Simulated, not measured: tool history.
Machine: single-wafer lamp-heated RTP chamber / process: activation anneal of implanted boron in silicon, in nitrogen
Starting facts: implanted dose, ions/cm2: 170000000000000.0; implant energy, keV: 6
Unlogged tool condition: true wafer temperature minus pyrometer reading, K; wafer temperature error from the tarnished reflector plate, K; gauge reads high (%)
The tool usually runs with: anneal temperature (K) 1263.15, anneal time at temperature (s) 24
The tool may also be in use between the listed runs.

run,hour,anneal temperature (K),anneal time at temperature (s),wafers since the last listed run,wafers since the last pyrometer calibration,wafers since the reflector plate was cleaned,hours since the gauge calibration,"read-back reference wafer on the same gauge, sheet resistance",sheet resistance of the implanted and annealed layer (ohm/square)
1,0.0,1263.15,24,0,5977,9966,168.2,638.82,569.44
2,17.2,1263.15,24,148,6125,10114,185.4,638.82,568.68
3,33.7,1263.15,24,142,6267,10257,201.9,638.82,568.84
4,41.1,1263.15,24,63,6331,10320,209.3,638.81,570.08
5,48.3,1263.15,24,62,6393,10382,216.5,639.13,570.05
6,64.2,1263.15,24,136,6530,10519,232.4,638.87,570.32
# hour 74.2: gauge calibrated
# hour 86.4: pyrometer window cleaned and pyrometer calibrated
7,110.2,1241.15,24,327,205,10846,36.0,639.19,580.39
8,124.8,1233.15,24,125,330,10972,50.6,638.89,588.84
9,138.3,1277.15,28,116,447,11088,64.1,639.05,564.63
# hour 146.8: reflector plate cleaned
10,147.3,1279.15,24,8,455,3,73.1,639.25,567.09
11,174.2,1263.15,24,231,687,235,100.0,638.79,568.94
12,193.7,1252.15,24,167,855,403,119.5,638.82,574.02
13,201.6,1277.15,28,68,923,471,127.4,639.09,565.08
14,212.7,1284.15,35,95,1019,567,138.5,638.62,563.95

Below are 3 alternative next runs, each starting from the tool's condition after run 14. Predict each:
A,213.1,1263.15,16,3,1022,570,138.9,?,?
B,213.1,1233.15,13,3,1022,570,138.9,?,?
C,213.1,1250.15,24,3,1022,570,138.9,?,?

run,"read-back reference wafer on the same gauge, sheet resistance",sheet resistance of the implanted and annealed layer (ohm/square)
A,639.15,572.53
B,639.15,595.42
C,639.15,574.62
Take away the tool's hidden state, keep each run's random variation, and the runs would have read:
run,sheet resistance of the implanted and annealed layer (ohm/square)
A,572.53
B,595.42
C,574.62
